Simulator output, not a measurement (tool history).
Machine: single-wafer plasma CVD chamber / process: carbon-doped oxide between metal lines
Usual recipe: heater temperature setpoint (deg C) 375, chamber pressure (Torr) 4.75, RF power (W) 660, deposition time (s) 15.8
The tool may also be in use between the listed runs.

| run | day | heater temperature setpoint (deg C) | chamber pressure (Torr) | RF power (W) | deposition time (s) | wafers since the last listed run | hours since the last thermocouple change | hours since the last RF generator calibration | hours since the last manometer calibration | hours since the showerhead was replaced | hours since the gauge calibration | read-back reference wafer on the same gauge, thickness_nm | mean film thickness on the monitor wafer (Å) |
|---|---|---|---|---|---|---|---|---|---|---|---|---|---|
| 1 | 0.000 | 375 | 4.75 | 660 | 15.8 | 0 | 3042.3 | 967.3 | 2011.3 | 2049.7 | 168.5 | 81.120 | 883.73 |
| 2 | 0.488 | 375 | 4.75 | 660 | 15.8 | 207 | 3054.0 | 979.0 | 2023.0 | 2061.4 | 180.2 | 81.122 | 885.08 |
| 3 | 0.958 | 375 | 4.75 | 660 | 15.8 | 200 | 3065.3 | 990.3 | 2034.3 | 2072.7 | 191.5 | 81.101 | 884.85 |
| 4 | 1.683 | 375 | 4.75 | 660 | 15.8 | 309 | 3082.7 | 1007.7 | 2051.7 | 2090.1 | 208.9 | 81.112 | 882.97 |
| 5 | 2.012 | 375 | 4.75 | 660 | 15.8 | 140 | 3090.6 | 1015.6 | 2059.6 | 2098.0 | 216.8 | 81.097 | 882.26 |
| 6 | 2.642 | 375 | 3.95 | 660 | 15.8 | 268 | 3105.7 | 1030.7 | 2074.7 | 2113.1 | 231.9 | 81.056 | 862.69 |
| 7 | 3.262 | 375 | 3.95 | 660 | 15.8 | 264 | 3120.6 | 1045.6 | 2089.6 | 2128.0 | 246.8 | 81.114 | 861.31 |
| 8 | 3.750 | 375 | 3.95 | 660 | 15.8 | 207 | 3132.3 | 1057.3 | 2101.3 | 2139.7 | 258.5 | 81.068 | 860.25 |
|  | 4.167 | showerhead replaced |
| 9 | 4.225 | 383 | 4.75 | 660 | 15.8 | 60 | 3143.7 | 1068.7 | 2112.7 | 1.4 | 269.9 | 81.129 | 867.26 |
|  | 4.729 | capacitance manometer re-zeroed and calibrated |
| 10 | 4.875 | 383 | 4.75 | 660 | 15.8 | 135 | 3159.3 | 1084.3 | 3.5 | 17.0 | 285.5 | 81.129 | 865.76 |
| 11 | 5.433 | 383 | 4.75 | 660 | 15.8 | 238 | 3172.7 | 1097.7 | 16.9 | 30.4 | 298.9 | 81.127 | 866.62 |
| 12 | 6.012 | 375 | 4.75 | 660 | 15.8 | 247 | 3186.6 | 1111.6 | 30.8 | 44.3 | 312.8 | 81.102 | 880.54 |
| 13 | 6.583 | 375 | 4.75 | 660 | 15.8 | 243 | 3200.3 | 1125.3 | 44.5 | 58.0 | 326.5 | 81.075 | 877.31 |
| 14 | 6.875 | 370 | 4.75 | 660 | 15.8 | 124 | 3207.3 | 1132.3 | 51.5 | 65.0 | 333.5 | 81.062 | 886.57 |
| 15 | 7.442 | 375 | 4.75 | 660 | 15.8 | 241 | 3220.9 | 1145.9 | 65.1 | 78.6 | 347.1 | 81.063 | 875.88 |
| 16 | 7.988 | 389 | 4.75 | 660 | 15.8 | 232 | 3234.0 | 1159.0 | 78.2 | 91.7 | 360.2 | 81.087 | 852.81 |
| 17 | 8.283 | 375 | 4.75 | 660 | 15.8 | 126 | 3241.1 | 1166.1 | 85.3 | 98.8 | 367.3 | 81.140 | 875.52 |
|  | 8.575 | gauge calibrated |
| 18 | 9.500 | 368 | 4.19 | 660 | 15.8 | 518 | 3270.3 | 1195.3 | 114.5 | 128.0 | 22.2 | 81.050 | 871.03 |
| 19 | 9.883 | 375 | 4.75 | 720 | 14.6 | 163 | 3279.5 | 1204.5 | 123.7 | 137.2 | 31.4 | 81.063 | 851.19 |
| 20 | 10.388 | 375 | 4.75 | 660 | 14.8 | 215 | 3291.6 | 1216.6 | 135.8 | 149.3 | 43.5 | 81.068 | 820.63 |
|  | 11.042 | RF generator calibrated |
| 21 | 11.062 | 382 | 4.75 | 660 | 14.4 | 145 | 3307.8 | 0.5 | 152.0 | 165.5 | 59.7 | 81.100 | 812.59 |
|  | 12.808 | thermocouple changed; heater temperature recalibrated |
| 22 | 12.829 | 375 | 4.21 | 740 | 15.8 | 611 | 0.5 | 42.9 | 194.4 | 207.9 | 102.1 | 81.128 | 945.79 |
| 23 | 13.042 | 375 | 4.75 | 660 | 15.8 | 90 | 5.6 | 48.0 | 199.5 | 213.0 | 107.2 | 81.132 | 903.24 |
| 24 | 13.700 | 375 | 4.75 | 660 | 15.8 | 280 | 21.4 | 63.8 | 215.3 | 228.8 | 123.0 | 81.030 | 899.56 |
| 25 | 14.304 | 375 | 5.09 | 790 | 15.8 | 257 | 35.9 | 78.3 | 229.8 | 243.3 | 137.5 | 81.132 | 1003.99 |
| 26 | 14.700 | 375 | 4.75 | 660 | 15.8 | 168 | 45.4 | 87.8 | 239.3 | 252.8 | 147.0 | 81.128 | 897.26 |
| 27 | 15.396 | 375 | 4.75 | 660 | 15.8 | 296 | 62.1 | 104.5 | 256.0 | 269.5 | 163.7 | 81.145 | 902.04 |
| 28 | 16.062 | 375 | 4.75 | 660 | 16.6 | 284 | 78.1 | 120.5 | 272.0 | 285.5 | 179.7 | 81.124 | 943.46 |
| 29 | 16.700 | 382 | 5.15 | 580 | 13.0 | 271 | 93.4 | 135.8 | 287.3 | 300.8 | 195.0 | 81.121 | 690.98 |
| 30 | 18.125 | 361 | 4.75 | 660 | 15.8 | 607 | 127.6 | 170.0 | 321.5 | 335.0 | 229.2 | 81.143 | 926.87 |

What if the next run were any one of these 3? Each begins from the tool's condition after run 30:
| A | 18.142 | 375 | 4.75 | 660 | 15.8 | 7 | 128.0 | 170.4 | 321.9 | 335.4 | 229.6 | ? | ? |
| B | 18.142 | 384 | 5.10 | 755 | 15.8 | 7 | 128.0 | 170.4 | 321.9 | 335.4 | 229.6 | ? | ? |
| C | 18.142 | 375 | 5.74 | 660 | 12.7 | 7 | 128.0 | 170.4 | 321.9 | 335.4 | 229.6 | ? | ? |

| run | read-back reference wafer on the same gauge, thickness_nm | mean film thickness on the monitor wafer (Å) |
|---|---|---|
| A | 81.120 | 896.34 |
| B | 81.120 | 959.88 |
| C | 81.120 | 740.93 |
What these runs would have given with no unlogged condition in the tool:
| run | mean film thickness on the monitor wafer (Å) |
|---|---|
| A | 904.55 |
| B | 968.67 |
| C | 747.71 |

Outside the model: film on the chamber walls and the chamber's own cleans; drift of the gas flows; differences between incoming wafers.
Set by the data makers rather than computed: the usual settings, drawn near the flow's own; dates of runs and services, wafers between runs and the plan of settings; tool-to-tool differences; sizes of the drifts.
